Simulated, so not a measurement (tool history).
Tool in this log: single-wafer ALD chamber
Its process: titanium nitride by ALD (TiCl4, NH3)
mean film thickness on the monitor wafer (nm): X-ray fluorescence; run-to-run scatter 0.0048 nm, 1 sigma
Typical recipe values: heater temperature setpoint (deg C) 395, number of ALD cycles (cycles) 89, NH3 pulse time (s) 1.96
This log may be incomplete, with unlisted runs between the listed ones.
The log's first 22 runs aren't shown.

run,hour,heater temperature setpoint (deg C),number of ALD cycles (cycles),NH3 pulse time (s),"read-back reference wafer on the same gauge, thickness_nm",mean film thickness on the monitor wafer (nm)
23,1760,406,96,2.22,2.025,2.033
24,1841.8,395,89,1.96,2.026,1.857
25,1930.3,395,89,2.26,2.027,1.874
26,1977,395,89,1.96,2.028,1.862
27,2035.4,383,89,2.34,2.028,1.864
28,2329.2,395,89,1.96,2.029,1.861
# hour 2417.2: thermocouple changed; heater temperature recalibrated
29,2546,395,101,1.96,2.03,2.12
30,2649.5,395,81,2.59,2.032,1.721
31,2741.5,395,78,1.31,2.034,1.623
32,2785,395,89,1.96,2.034,1.866
33,2851,395,106,1.36,2.035,2.203
34,2892.5,401,89,1.76,2.034,1.873

What if the next run were any one of these 3? Each begins from the tool's condition after run 34:
A,2893.1,395,89,1.96,?,?
B,2893.1,384,79,1.96,?,?
C,2893.1,401,104,2.69,?,?

run,"read-back reference wafer on the same gauge, thickness_nm",mean film thickness on the monitor wafer (nm)
A,2.035,1.873
B,2.035,1.648
C,2.035,2.217
With the hidden condition removed and each run's random variation left untouched, the same runs would have given:
run,mean film thickness on the monitor wafer (nm)
A,1.859
B,1.636
C,2.201

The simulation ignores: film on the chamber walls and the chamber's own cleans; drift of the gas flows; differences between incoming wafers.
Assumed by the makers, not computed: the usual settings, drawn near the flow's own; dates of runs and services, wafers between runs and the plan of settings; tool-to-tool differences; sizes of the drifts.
